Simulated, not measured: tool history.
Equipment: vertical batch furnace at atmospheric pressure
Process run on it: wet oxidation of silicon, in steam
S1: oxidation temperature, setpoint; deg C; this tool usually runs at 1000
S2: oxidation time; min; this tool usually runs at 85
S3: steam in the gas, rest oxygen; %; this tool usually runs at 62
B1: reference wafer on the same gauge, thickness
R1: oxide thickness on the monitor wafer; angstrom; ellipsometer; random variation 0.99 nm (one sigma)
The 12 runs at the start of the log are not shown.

Run 13, hour 830: usual settings but S2 59 min; B1 475.78. Result: R1 3747.2 angstrom.
Run 14, hour 893.5: usual settings but S1 990 deg C; B1 475.88. Result: R1 4460.9 angstrom.
Run 15, hour 1187.4: usual settings but S1 990 deg C; B1 475.84. Result: R1 4458.5 angstrom.
Run 16, hour 1246.1: usual settings but S2 120 min; B1 476.14. Result: R1 5821.2 angstrom.
Run 17, hour 1312.7: usual settings but S1 981 deg C; B1 476.08. Result: R1 4204.3 angstrom.
At hour 1405.3: thermocouples replaced and temperature profile calibrated.
Run 18, hour 1405.8: usual settings but S2 105 min, S3 57 %; B1 476.16. Result: R1 5080.1 angstrom.
Run 19, hour 1437.8: usual settings but S1 1015 deg C, S2 125.5 min; B1 476.15. Result: R1 6429.5 angstrom.
Run 20, hour 1510.9: usual settings but S3 68 %; B1 476.16. Result: R1 4985.8 angstrom.
Run 21, hour 1617.7: usual settings; B1 476.63. Result: R1 4712.7 angstrom.
Run 22, hour 1654.7: usual settings but S1 1024 deg C, S2 65 min, S3 51 %; B1 476.14. Result: R1 4053.9 angstrom.
Run 23, hour 1735.1: usual settings but S1 1020 deg C, S2 106 min, S3 73 %; B1 476.68. Result: R1 6596.3 angstrom.
At hour 1778.6: gauge calibrated.
At hour 1894.1: steam generator serviced.
Run 24, hour 1913.5: usual settings but S1 1024 deg C, S2 120.5 min; B1 470.74. Result: R1 6497.7 angstrom.
Run 25, hour 2016.7: usual settings but S1 979 deg C, S2 53 min, S3 68 %; B1 471.54. Result: R1 3192.6 angstrom.
Run 26, hour 2054.9: usual settings but S3 70 %; B1 471.79. Result: R1 5057.9 angstrom.
Run 27, hour 2093.9: usual settings but S1 1016 deg C, S2 98.5 min, S3 51 %; B1 472.24. Result: R1 4934.4 angstrom.
Run 28, hour 2172: usual settings but S1 1016 deg C, S2 98.5 min, S3 51 %; B1 473.2. Result: R1 4970 angstrom.
Run 29, hour 2257.8: usual settings but S2 108.5 min, S3 53 %; B1 473.81. Result: R1 4936.4 angstrom.
Run 30, hour 2361.2: usual settings; B1 474.1. Result: R1 4694.4 angstrom.
Run 31, hour 2400.1: usual settings but S2 120 min; B1 474.29. Result: R1 5811.8 angstrom.

What if the next run were any one of these 5? Each begins from the tool's condition after run 31:
Run A, hour 2406.2: usual settings; B1 ?. Result: R1 ?.
Run B, hour 2406.2: usual settings but S3 73 %; B1 ?. Result: R1 ?.
Run C, hour 2406.2: usual settings but S1 1015 deg C; B1 ?. Result: R1 ?.
Run D, hour 2406.2: usual settings but S1 1020 deg C, S2 48.5 min; B1 ?. Result: R1 ?.
Run E, hour 2406.2: usual settings but S2 73 min, S3 65 %; B1 ?. Result: R1 ?.

run      B1      R1
  A  474.36  4702.4
  B  474.36  5199.2
  C  474.36  5099.9
  D  474.36  3717.6
  E  474.36  4405.1
The same runs, with their run-to-run variation unchanged, on a tool lacking any hidden condition would have given:
run      R1
  A  4640.7
  B  5130.9
  C  5032.9
  D  3668.8
  E  4347.3
